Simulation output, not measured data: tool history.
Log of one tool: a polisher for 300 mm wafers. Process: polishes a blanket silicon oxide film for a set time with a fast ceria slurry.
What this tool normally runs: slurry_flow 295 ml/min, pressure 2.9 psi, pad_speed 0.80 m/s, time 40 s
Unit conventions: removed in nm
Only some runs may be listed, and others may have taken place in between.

run,day,slurry_flow,pressure,pad_speed,time,wafers since the last listed run,wafers polished on this pad,hours since the slurry nozzle was cleaned,hours since the head pressure was calibrated,"incoming thickness of the incoming film, nm",removed
1,0.000,325,2.9,0.80,40,0,3474,313.1,704.5,2457.5,496.4
2,2.042,325,2.9,0.80,40,696,4170,362.1,753.5,2474.0,490.0
3,5.138,295,3.7,0.80,40,1056,5227,436.4,827.8,2463.8,608.9
# day 7.900: slurry nozzle cleaned
# day 7.996: worn pad replaced by a new one
4,8.067,295,3.7,0.80,40,951,23,4.0,898.1,2495.3,663.7
5,19.433,295,2.4,0.80,40,3878,3901,276.8,1170.9,2464.9,388.5
6,21.146,295,2.4,0.80,40,584,4486,317.9,1212.0,2485.9,383.3
# day 23.883: head pressure recalibrated
7,24.212,295,2.4,0.80,40,1017,5504,391.5,7.9,2469.5,416.8
8,26.904,295,2.3,0.80,40,918,6422,456.1,72.5,2486.5,397.4
# day 29.412: slurry nozzle cleaned
9,29.717,295,2.3,0.80,40,945,7367,7.3,140.0,2494.8,393.7
# day 31.067: worn pad replaced by a new one
10,34.083,295,2.9,0.94,40,1433,1029,112.1,244.8,2522.1,608.7
11,35.812,295,2.9,0.94,40,589,1619,153.6,286.3,2472.3,611.7
12,39.054,295,2.9,0.80,40,1106,2725,231.4,364.1,2445.9,510.8
13,42.121,295,2.9,0.80,40,1046,3771,305.0,437.7,2497.4,503.3
14,44.071,295,2.9,0.80,40,665,4437,351.8,484.5,2487.7,498.0
15,48.300,295,2.9,0.80,40,1442,5880,453.3,586.0,2478.7,494.9
# day 49.862: slurry nozzle cleaned
16,51.862,295,2.9,0.80,40,1201,7081,48.0,671.5,2468.0,491.9
# day 53.929: worn pad replaced by a new one
17,54.596,295,2.9,0.80,40,875,227,113.6,737.1,2463.1,526.7
18,57.896,345,3.2,1.04,40,1125,1352,192.8,816.3,2521.1,742.3
19,61.821,295,2.9,0.60,48,1339,2692,287.0,910.5,2455.5,449.3
20,64.183,295,2.0,1.00,40,806,3498,343.7,967.2,2503.3,419.9
21,68.788,295,2.9,1.06,34,1570,5069,454.2,1077.7,2491.9,535.0
# day 70.779: slurry nozzle cleaned
# day 72.812: worn pad replaced by a new one
22,72.833,220,2.9,0.80,47,1309,6,49.3,1174.8,2415.8,583.5
23,74.675,295,2.4,0.88,40,628,635,93.5,1219.0,2473.2,448.3
24,79.067,295,3.9,0.80,40,1498,2133,198.9,1324.4,2488.8,626.3
25,80.754,295,2.9,0.70,51,575,2709,239.4,1364.9,2481.3,510.6
# day 81.167: head pressure recalibrated
26,82.950,295,3.8,0.80,40,720,3430,292.1,42.8,2466.3,663.0
27,84.475,295,2.9,0.80,40,520,3950,328.7,79.4,2459.8,499.2
28,86.850,295,2.9,0.80,40,810,4760,385.7,136.4,2465.2,489.8
# day 90.421: slurry nozzle cleaned
29,90.467,245,2.9,0.80,49,1219,5980,1.1,223.2,2468.9,592.4
# day 90.783: worn pad replaced by a new one
30,93.779,295,2.9,0.80,34,1073,1022,80.6,302.7,2418.1,450.0
31,96.517,330,2.9,0.80,40,934,1956,146.3,368.4,2469.8,525.6
32,99.883,295,2.9,0.80,52,1148,3105,227.1,449.2,2451.3,658.2
33,101.904,295,2.9,0.80,40,689,3794,275.6,497.7,2486.1,500.7
34,105.329,250,2.9,0.80,46,1168,4963,357.8,579.9,2477.5,554.1

Exercise: give the hidden state of the tool at every run:
slurry flow missing at the pad, %: 0 across all the runs
H1: removal rate lost through wear of the pad, %
H2: deviation of the head's pressure from its setpoint, %
run,H1,H2
1,7.59,-3.13
2,8.14,-3.47
3,8.71,-4.02
4,0.38,-4.59
5,7.66,-7.24
6,8.05,-7.7
7,8.55,0.326
8,8.84,0.302
9,9.05,0.234
10,3.9,0.0449
11,5.2,-0.0587
12,6.93,-0.296
13,7.97,-0.574
14,8.43,-0.776
15,9.08,-1.29
16,9.39,-1.79
17,1.24,-2.23
18,4.37,-2.8
19,6.6,-3.57
20,7.45,-4.07
21,8.48,-5.13
22,1.65,-6.16
23,3.76,-6.66
24,7.04,-7.92
25,7.84,-8.43
26,8.64,-0.384
27,9.06,-0.405
28,9.56,-0.462
29,10.1,-0.609
30,3.23,-0.805
31,5.16,-1.01
32,6.71,-1.32
33,7.34,-1.54
34,8.06,-1.95
